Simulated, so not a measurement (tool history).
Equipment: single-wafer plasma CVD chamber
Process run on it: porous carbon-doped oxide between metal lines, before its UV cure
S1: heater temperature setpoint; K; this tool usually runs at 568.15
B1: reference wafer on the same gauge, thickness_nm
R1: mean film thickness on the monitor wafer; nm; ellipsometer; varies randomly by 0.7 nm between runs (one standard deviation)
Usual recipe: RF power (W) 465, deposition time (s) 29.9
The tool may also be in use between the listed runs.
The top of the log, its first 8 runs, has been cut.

run 9 hour=521.5 | S1=568.15 RF_power_(W)=465 deposition_time_(s)=29.9 | B1=173.923 | R1=164.682
run 10 hour=577.7 | S1=568.15 RF_power_(W)=465 deposition_time_(s)=29.9 | B1=173.924 | R1=164.949
run 11 hour=612.2 | S1=568.15 RF_power_(W)=465 deposition_time_(s)=29.9 | B1=174.286 | R1=164.829
-- hour=638.3 RF generator calibrated
run 12 hour=653.8 | S1=568.15 RF_power_(W)=465 deposition_time_(s)=29.9 | B1=174.037 | R1=164.896
run 13 hour=687.5 | S1=563.15 RF_power_(W)=465 deposition_time_(s)=27.0 | B1=173.770 | R1=153.817
run 14 hour=726.1 | S1=563.15 RF_power_(W)=465 deposition_time_(s)=27.0 | B1=173.961 | R1=154.127
run 15 hour=753.8 | S1=568.15 RF_power_(W)=410 deposition_time_(s)=29.9 | B1=174.092 | R1=147.946
-- hour=772.4 gauge calibrated
-- hour=789.6 showerhead replaced
-- hour=836.9 thermocouple changed; heater temperature recalibrated
run 16 hour=866.8 | S1=568.15 RF_power_(W)=490 deposition_time_(s)=33.4 | B1=174.098 | R1=184.459
run 17 hour=912.8 | S1=568.15 RF_power_(W)=465 deposition_time_(s)=29.9 | B1=174.067 | R1=159.713

Estimate the outcome of run 18 from the log above:
run 18 hour=948.9 | S1=568.15 RF_power_(W)=545 deposition_time_(s)=25.1 | B1=? | R1=?

Logged for run 18: B1 173.971, R1 151.789 nm.
With no hidden state in the tool, this same run would have given R1 151.638 nm.

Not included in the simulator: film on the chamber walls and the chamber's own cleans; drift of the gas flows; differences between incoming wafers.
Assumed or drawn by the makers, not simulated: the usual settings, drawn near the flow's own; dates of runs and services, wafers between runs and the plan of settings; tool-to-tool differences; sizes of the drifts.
